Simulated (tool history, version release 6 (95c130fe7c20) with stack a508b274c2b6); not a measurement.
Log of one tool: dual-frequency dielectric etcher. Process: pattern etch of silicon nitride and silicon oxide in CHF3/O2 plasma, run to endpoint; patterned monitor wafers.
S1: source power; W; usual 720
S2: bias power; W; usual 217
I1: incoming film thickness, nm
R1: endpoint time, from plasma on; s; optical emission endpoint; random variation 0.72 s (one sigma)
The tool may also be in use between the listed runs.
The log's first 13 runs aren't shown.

{"run": 14, "hour": 185.1, "S1": 720, "S2": 175, "I1": 275.3, "R1": 156.5}
{"run": 15, "hour": 199.9, "S1": 720, "S2": 175, "I1": 273.9, "R1": 157.6}
{"hour": 227.1, "done": "upper electrode replaced"}
{"run": 16, "hour": 227.6, "S1": 720, "S2": 253, "I1": 275.6, "R1": 137.7}
{"run": 17, "hour": 227.9, "S1": 870, "S2": 258, "I1": 273.0, "R1": 128.3}
{"run": 18, "hour": 234.7, "S1": 560, "S2": 217, "I1": 274.3, "R1": 157.1}
{"run": 19, "hour": 242.3, "S1": 820, "S2": 245, "I1": 277.4, "R1": 135.0}
{"run": 20, "hour": 250.1, "S1": 720, "S2": 217, "I1": 274.9, "R1": 145.2}
{"run": 21, "hour": 260.3, "S1": 720, "S2": 217, "I1": 275.2, "R1": 145.9}
{"hour": 299.9, "done": "wet clean of the chamber"}
{"run": 22, "hour": 300.4, "S1": 870, "S2": 217, "I1": 276.2, "R1": 136.8}
{"run": 23, "hour": 300.8, "S1": 720, "S2": 243, "I1": 273.0, "R1": 138.4}
{"hour": 313.2, "done": "source power generator calibrated"}
{"run": 24, "hour": 314.3, "S1": 610, "S2": 255, "I1": 272.7, "R1": 142.5}
{"hour": 318.5, "done": "bias power generator calibrated"}
{"run": 25, "hour": 323.1, "S1": 590, "S2": 189, "I1": 277.3, "R1": 163.2}
{"run": 26, "hour": 338.3, "S1": 880, "S2": 217, "I1": 272.6, "R1": 135.0}
{"run": 27, "hour": 350.8, "S1": 660, "S2": 250, "I1": 274.9, "R1": 140.7}
{"run": 28, "hour": 367.1, "S1": 830, "S2": 164, "I1": 275.3, "R1": 154.3}
{"run": 29, "hour": 381.7, "S1": 620, "S2": 260, "I1": 276.7, "R1": 143.7}
{"run": 30, "hour": 392.9, "S1": 770, "S2": 241, "I1": 275.8, "R1": 137.0}
{"run": 31, "hour": 408.9, "S1": 570, "S2": 164, "I1": 274.4, "R1": 172.6}
{"run": 32, "hour": 415.3, "S1": 720, "S2": 217, "I1": 273.4, "R1": 146.2}
{"run": 33, "hour": 430.3, "S1": 830, "S2": 265, "I1": 273.3, "R1": 129.9}
{"run": 34, "hour": 462.9, "S1": 790, "S2": 244, "I1": 274.8, "R1": 134.7}

5 ways to go on from here, each from the tool as it stands after run 34. What would each give?
{"run": "A", "hour": 463.4, "S1": 720, "S2": 163, "I1": 273.8, "R1": "?"}
{"run": "B", "hour": 463.4, "S1": 720, "S2": 248, "I1": 273.8, "R1": "?"}
{"run": "C", "hour": 463.4, "S1": 720, "S2": 181, "I1": 273.8, "R1": "?"}
{"run": "D", "hour": 463.4, "S1": 670, "S2": 240, "I1": 273.8, "R1": "?"}
{"run": "E", "hour": 463.4, "S1": 720, "S2": 237, "I1": 273.8, "R1": "?"}

run=A R1=160.3
run=B R1=137.9
run=C R1=154.5
run=D R1=142.7
run=E R1=140.2
Without the tool's hidden state the same runs would have given:
run=A R1=160.3
run=B R1=137.9
run=C R1=154.5
run=D R1=142.7
run=E R1=140.2

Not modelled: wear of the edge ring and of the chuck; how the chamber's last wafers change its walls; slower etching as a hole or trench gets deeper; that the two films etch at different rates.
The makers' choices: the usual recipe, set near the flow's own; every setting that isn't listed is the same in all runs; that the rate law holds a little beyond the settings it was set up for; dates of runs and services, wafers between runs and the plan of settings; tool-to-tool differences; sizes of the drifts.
